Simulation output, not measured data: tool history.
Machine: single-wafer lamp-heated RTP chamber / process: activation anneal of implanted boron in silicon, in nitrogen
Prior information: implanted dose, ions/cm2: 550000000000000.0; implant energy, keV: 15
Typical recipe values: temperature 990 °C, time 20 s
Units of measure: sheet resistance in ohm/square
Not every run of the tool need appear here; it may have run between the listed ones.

run   hour  temperature  time  read-back reference wafer on the same gauge, sheet resistance  sheet resistance
  1    0.0         1010    16                                                         230.03            195.60
  2   23.0         1010    16                                                         230.41            196.81
  3   35.1         1010    16                                                         230.42            196.62
  4   58.6          990    20                                                         230.08            200.75
      80.1  -- pyrometer window cleaned and pyrometer calibrated
  5   92.1          990    15                                                         230.56            203.28
  6  126.6          990    15                                                         231.10            201.48
  7  140.9          990    27                                                         230.96            201.53
  8  160.8          990    27                                                         231.40            200.64
  9  196.5          990    27                                                         231.65            201.20
 10  221.7          990    20                                                         232.33            201.43
 11  234.6          990    20                                                         231.84            203.06
     275.8  -- pyrometer window cleaned and pyrometer calibrated
 12  276.3          990    20                                                         232.28            203.20
     292.6  -- gauge calibrated
 13  293.5          990    20                                                         228.25            198.89
 14  306.4          990    20                                                         228.60            199.52
     338.4  -- reflector plate cleaned
 15  338.9          990    20                                                         228.91            201.04
 16  367.3          990    20                                                         229.40            199.81
 17  394.3          973    10                                                         229.09            216.35
 18  407.1         1016    20                                                         229.48            194.19
 19  420.8          990    15                                                         229.59            200.97
 20  438.4         1001    26                                                         229.38            195.67
 21  470.2          990    20                                                         229.86            200.53
     479.4  -- pyrometer window cleaned and pyrometer calibrated
 22  491.0          961    20                                                         230.04            224.35
 23  517.9          973    10                                                         230.28            216.20
 24  543.7          968    30                                                         230.42            214.15
 25  564.9          972    26                                                         230.82            210.10
 26  581.3          990    20                                                         230.70            200.89
 27  604.2         1004    20                                                         231.48            198.17
 28  619.2          965    25                                                         230.48            217.44
 29  634.7          975    25                                                         230.89            208.77
 30  660.9          990    20                                                         231.10            203.40
     686.8  -- pyrometer window cleaned and pyrometer calibrated
 31  738.3          976    25                                                         231.82            209.89
 32  771.2          990    20                                                         232.12            203.42

What if the next run were any one of these 4? Each begins from the tool's condition after run 32:
  A  771.6          990    20                                                              ?                 ?
  B  771.6         1000    12                                                              ?                 ?
  C  771.6          966    20                                                              ?                 ?
  D  771.6          990    28                                                              ?                 ?

run  read-back reference wafer on the same gauge, sheet resistance  sheet resistance
  A                                                         232.01            202.15
  B                                                         232.01            200.26
  C                                                         232.01            219.53
  D                                                         232.01            200.94
Stripped of hidden state, with their random variation kept, the same runs would have yielded:
run  sheet resistance
  A            198.69
  B            196.83
  C            215.77
  D            197.49
